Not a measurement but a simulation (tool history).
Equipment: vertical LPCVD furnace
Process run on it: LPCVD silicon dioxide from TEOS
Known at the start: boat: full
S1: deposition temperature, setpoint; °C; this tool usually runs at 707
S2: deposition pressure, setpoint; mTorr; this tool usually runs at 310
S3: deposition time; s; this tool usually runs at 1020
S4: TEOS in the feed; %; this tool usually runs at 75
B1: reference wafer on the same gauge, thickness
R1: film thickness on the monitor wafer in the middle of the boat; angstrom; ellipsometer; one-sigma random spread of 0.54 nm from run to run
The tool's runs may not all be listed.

{"run": 1, "day": 0.0, "S1": 707, "S2": 310, "S3": 1020, "S4": 75, "B1": 160.86, "R1": 1611.9}
{"run": 2, "day": 2.358, "S1": 707, "S2": 310, "S3": 1020, "S4": 75, "B1": 161.1, "R1": 1621.2}
{"run": 3, "day": 4.608, "S1": 699, "S2": 310, "S3": 1020, "S4": 75, "B1": 160.86, "R1": 1348.0}
{"run": 4, "day": 5.808, "S1": 699, "S2": 310, "S3": 1020, "S4": 75, "B1": 160.87, "R1": 1353.0}
{"run": 5, "day": 7.767, "S1": 699, "S2": 310, "S3": 1020, "S4": 75, "B1": 161.01, "R1": 1354.4}
{"run": 6, "day": 9.521, "S1": 707, "S2": 310, "S3": 1020, "S4": 75, "B1": 160.75, "R1": 1625.4}
{"run": 7, "day": 12.017, "S1": 707, "S2": 310, "S3": 1020, "S4": 75, "B1": 161.08, "R1": 1624.2}
{"run": 8, "day": 14.629, "S1": 707, "S2": 310, "S3": 1020, "S4": 75, "B1": 160.78, "R1": 1621.0}
{"day": 16.3, "done": "pressure gauge zeroed"}
{"run": 9, "day": 16.321, "S1": 707, "S2": 265, "S3": 1020, "S4": 75, "B1": 161.1, "R1": 1547.9}
{"run": 10, "day": 17.642, "S1": 707, "S2": 265, "S3": 1020, "S4": 75, "B1": 161.13, "R1": 1559.4}
{"run": 11, "day": 18.775, "S1": 707, "S2": 310, "S3": 1020, "S4": 75, "B1": 160.98, "R1": 1671.4}
{"run": 12, "day": 20.633, "S1": 707, "S2": 310, "S3": 1020, "S4": 75, "B1": 161.01, "R1": 1690.0}
{"run": 13, "day": 23.308, "S1": 700, "S2": 310, "S3": 1020, "S4": 86, "B1": 161.2, "R1": 1531.6}
{"run": 14, "day": 24.333, "S1": 707, "S2": 310, "S3": 1020, "S4": 75, "B1": 160.98, "R1": 1690.3}
{"day": 25.646, "done": "thermocouples replaced and temperature profile calibrated"}
{"day": 28.175, "done": "TEOS flow controller replaced"}
{"run": 15, "day": 28.196, "S1": 707, "S2": 310, "S3": 1020, "S4": 60, "B1": 160.82, "R1": 1387.0}
{"run": 16, "day": 29.367, "S1": 707, "S2": 310, "S3": 1020, "S4": 75, "B1": 160.95, "R1": 1553.6}
{"day": 31.121, "done": "gauge calibrated"}
{"run": 17, "day": 31.308, "S1": 707, "S2": 310, "S3": 1020, "S4": 84, "B1": 161.11, "R1": 1642.3}
{"run": 18, "day": 32.779, "S1": 707, "S2": 310, "S3": 750, "S4": 67, "B1": 160.88, "R1": 1080.0}
{"run": 19, "day": 34.138, "S1": 699, "S2": 310, "S3": 1020, "S4": 75, "B1": 161.07, "R1": 1295.3}
{"run": 20, "day": 36.288, "S1": 711, "S2": 290, "S3": 1020, "S4": 75, "B1": 160.98, "R1": 1659.4}
{"run": 21, "day": 37.6, "S1": 699, "S2": 310, "S3": 1020, "S4": 75, "B1": 161.19, "R1": 1297.5}
{"run": 22, "day": 40.242, "S1": 704, "S2": 310, "S3": 720, "S4": 75, "B1": 161.01, "R1": 1035.3}
{"run": 23, "day": 41.712, "S1": 715, "S2": 310, "S3": 1020, "S4": 65, "B1": 161.0, "R1": 1745.2}

Forecast run 24:
{"run": 24, "day": 44.288, "S1": 719, "S2": 360, "S3": 1260, "S4": 89, "B1": "?", "R1": "?"}

{"run 24": {"B1": 161.14, "R1": 2976.7}}
With no hidden state in the tool, this same run would have given R1 2921.3 angstrom.
